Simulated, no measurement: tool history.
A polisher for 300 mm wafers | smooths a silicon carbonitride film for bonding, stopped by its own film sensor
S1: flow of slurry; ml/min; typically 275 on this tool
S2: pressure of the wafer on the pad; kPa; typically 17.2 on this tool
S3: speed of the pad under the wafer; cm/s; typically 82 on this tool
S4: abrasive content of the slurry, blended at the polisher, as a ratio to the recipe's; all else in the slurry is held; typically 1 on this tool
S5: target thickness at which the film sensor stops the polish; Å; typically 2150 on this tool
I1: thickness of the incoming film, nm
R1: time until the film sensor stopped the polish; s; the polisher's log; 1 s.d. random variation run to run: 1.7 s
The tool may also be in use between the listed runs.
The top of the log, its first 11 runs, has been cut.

{"run": 12, "hour": 352.3, "S1": 275, "S2": 17.2, "S3": 82, "S4": 1, "S5": 2090, "I1": 240.1, "R1": 109.9}
{"run": 13, "hour": 364.9, "S1": 275, "S2": 22.1, "S3": 82, "S4": 1, "S5": 2150, "I1": 240.8, "R1": 70.7}
{"run": 14, "hour": 383.8, "S1": 195, "S2": 17.2, "S3": 82, "S4": 1, "S5": 2150, "I1": 237.6, "R1": 83}
{"run": 15, "hour": 409.0, "S1": 250, "S2": 14.5, "S3": 82, "S4": 1, "S5": 2150, "I1": 239.9, "R1": 103.1}
{"run": 16, "hour": 495.0, "S1": 225, "S2": 17.2, "S3": 82, "S4": 0.85, "S5": 2150, "I1": 239.8, "R1": 88.7}
{"hour": 501.1, "done": "worn pad replaced by a new one"}
{"run": 17, "hour": 527.3, "S1": 275, "S2": 17.2, "S3": 82, "S4": 1, "S5": 2150, "I1": 239.8, "R1": 81}
{"hour": 564.0, "done": "slurry nozzle cleaned"}
{"run": 18, "hour": 564.5, "S1": 235, "S2": 23.4, "S3": 82, "S4": 1.2, "S5": 2230, "I1": 241.2, "R1": 42.1}
{"hour": 578.2, "done": "slurry blender recalibrated"}
{"run": 19, "hour": 590.9, "S1": 240, "S2": 17.2, "S3": 82, "S4": 1, "S5": 2150, "I1": 241.1, "R1": 85.4}
{"run": 20, "hour": 603.7, "S1": 210, "S2": 13.1, "S3": 82, "S4": 1, "S5": 2220, "I1": 240.9, "R1": 82.2}
{"run": 21, "hour": 643.0, "S1": 275, "S2": 17.2, "S3": 82, "S4": 1, "S5": 2150, "I1": 235.2, "R1": 64.2}
{"run": 22, "hour": 674.6, "S1": 275, "S2": 13.8, "S3": 82, "S4": 1.1, "S5": 2150, "I1": 243.7, "R1": 113.6}
{"hour": 696.2, "done": "head pressure recalibrated"}
{"hour": 700.3, "done": "worn pad replaced by a new one"}
{"run": 23, "hour": 700.8, "S1": 275, "S2": 17.2, "S3": 82, "S4": 1.25, "S5": 2150, "I1": 242.5, "R1": 93}
{"run": 24, "hour": 724.7, "S1": 275, "S2": 17.2, "S3": 82, "S4": 1, "S5": 2150, "I1": 239.2, "R1": 82.5}

For run 25, what comes out?
{"run": 25, "hour": 753.6, "S1": 275, "S2": 17.2, "S3": 92, "S4": 0.85, "S5": 2150, "I1": 239.1, "R1": "?"}

Logged for run 25: R1 82.5 s.
Were there no unlogged condition in the tool, this run, its random variation unchanged, would have produced R1 83.8 s.
